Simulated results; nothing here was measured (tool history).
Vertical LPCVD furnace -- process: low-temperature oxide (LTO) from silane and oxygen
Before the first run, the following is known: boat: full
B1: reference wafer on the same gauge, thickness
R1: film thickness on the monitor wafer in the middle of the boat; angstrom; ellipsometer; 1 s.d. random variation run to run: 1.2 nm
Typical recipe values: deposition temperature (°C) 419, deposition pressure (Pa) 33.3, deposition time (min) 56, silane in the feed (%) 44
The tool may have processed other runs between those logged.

Run 1, hour 0: usual settings but deposition time (min) 44; B1 718.25. Result: R1 6114.1 angstrom.
Run 2, hour 22.3: usual settings but deposition time (min) 44; B1 717.88. Result: R1 6123.6 angstrom.
Run 3, hour 30.7: usual settings; B1 717.54. Result: R1 7807.6 angstrom.
At hour 56.6: silane flow controller replaced.
Run 4, hour 57.1: usual settings; B1 718.03. Result: R1 7780.9 angstrom.
At hour 60.1: gauge calibrated.
Run 5, hour 60.9: usual settings; B1 718.12. Result: R1 7782.4 angstrom.
Run 6, hour 64.6: usual settings but deposition temperature (°C) 412; B1 717.91. Result: R1 7249.1 angstrom.
At hour 88.9: pressure gauge zeroed.
At hour 112.4: thermocouples replaced and temperature profile calibrated.
Run 7, hour 112.9: usual settings; B1 718.06. Result: R1 7755.6 angstrom.
Run 8, hour 116.6: usual settings but deposition time (min) 74.5; B1 717.8. Result: R1 10355.4 angstrom.
Run 9, hour 120.3: usual settings but deposition pressure (Pa) 30.7, silane in the feed (%) 47; B1 717.93. Result: R1 7619 angstrom.
Run 10, hour 124.1: usual settings but deposition pressure (Pa) 26.7, deposition time (min) 35; B1 717.94. Result: R1 3887.3 angstrom.
Run 11, hour 133.7: usual settings but silane in the feed (%) 50; B1 717.27. Result: R1 8709 angstrom.
Run 12, hour 141.4: usual settings; B1 718.27. Result: R1 7772.3 angstrom.
Run 13, hour 150.2: usual settings but deposition temperature (°C) 423, deposition pressure (Pa) 29.3; B1 717.32. Result: R1 7112.9 angstrom.
Run 14, hour 165.7: usual settings but deposition time (min) 68; B1 718.02. Result: R1 9447.2 angstrom.
Run 15, hour 183.2: usual settings but deposition pressure (Pa) 36, deposition time (min) 70.5; B1 718.01. Result: R1 10598.2 angstrom.

Predict each of these 3 candidate next runs independently; none follows another, all start after run 15:
Run A, hour 187: usual settings; B1 ?. Result: R1 ?.
Run B, hour 187: usual settings but silane in the feed (%) 35; B1 ?. Result: R1 ?.
Run C, hour 187: usual settings but deposition pressure (Pa) 28, silane in the feed (%) 47; B1 ?. Result: R1 ?.

run      B1      R1
  A  718.06  7782.9
  B  718.06  5988.3
  C  718.06  6952.9
Had the tool no hidden state, the same runs would have come out as:
run      R1
  A  7782.9
  B  5988.3
  C  6952.9
